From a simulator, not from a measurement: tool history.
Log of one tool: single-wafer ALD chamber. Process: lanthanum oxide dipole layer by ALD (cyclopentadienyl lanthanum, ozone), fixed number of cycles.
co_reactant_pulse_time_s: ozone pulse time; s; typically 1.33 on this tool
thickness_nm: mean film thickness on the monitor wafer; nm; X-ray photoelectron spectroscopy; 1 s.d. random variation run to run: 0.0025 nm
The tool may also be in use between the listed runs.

run	hour	co_reactant_pulse_time_s	wafers since the last listed run	hours since the last thermocouple change	hours since the last ozone generator service	hours since the showerhead was replaced	hours since the gauge calibration	read-back reference wafer on the same gauge, thickness_nm	thickness_nm
1	0	1.33	0	412.4	1117	5325.5	175.1	0.524	0.596
2	40.1	1.33	930	452.5	1157.1	5365.6	215.2	0.524	0.596
3	145.6	1.33	2448	558	1262.6	5471.1	320.7	0.523	0.594
4	214	1.33	1587	626.4	1331	5539.5	389.1	0.523	0.593
5	321.4	1.33	2492	733.8	1438.4	5646.9	496.5	0.524	0.589
6	415.5	1.75	2183	827.9	1532.5	5741	590.6	0.525	0.617
# hour 508.7: gauge calibrated
7	516.4	1.05	2341	928.8	1633.4	5841.9	7.7	0.525	0.562
8	563	1.5	1081	975.4	1680	5888.5	54.3	0.523	0.597
9	622	1.33	1369	1034.4	1739	5947.5	113.3	0.523	0.586
10	713.5	1.8	2123	1125.9	1830.5	6039	204.8	0.525	0.613
# hour 779.5: showerhead replaced
# hour 810: thermocouple changed; heater temperature recalibrated
11	820.7	0.94	2116	10.7	1937.7	41.2	312	0.525	0.535
# hour 869.1: ozone generator serviced
12	918.8	0.89	2090	108.8	49.7	139.3	410.1	0.524	0.562
13	961.7	1.47	995	151.7	92.6	182.2	453	0.525	0.609
14	1041.4	1.8	1849	231.4	172.3	261.9	532.7	0.524	0.624
# hour 1083.5: gauge calibrated
15	1133.7	0.8	2141	323.7	264.6	354.2	50.2	0.524	0.541

Each row is a separate what-if for the run after 15, all from the same tool condition, not one after another. Results?
A	1134.1	1.13	9	324.1	265	354.6	50.6	?	?
B	1134.1	1.78	9	324.1	265	354.6	50.6	?	?
C	1134.1	0.84	9	324.1	265	354.6	50.6	?	?
D	1134.1	1.11	9	324.1	265	354.6	50.6	?	?

run	read-back reference wafer on the same gauge, thickness_nm	thickness_nm
A	0.524	0.58
B	0.524	0.62
C	0.524	0.545
D	0.524	0.578
Without the tool's unlogged condition, the same runs would have read:
run	thickness_nm
A	0.582
B	0.621
C	0.548
D	0.581
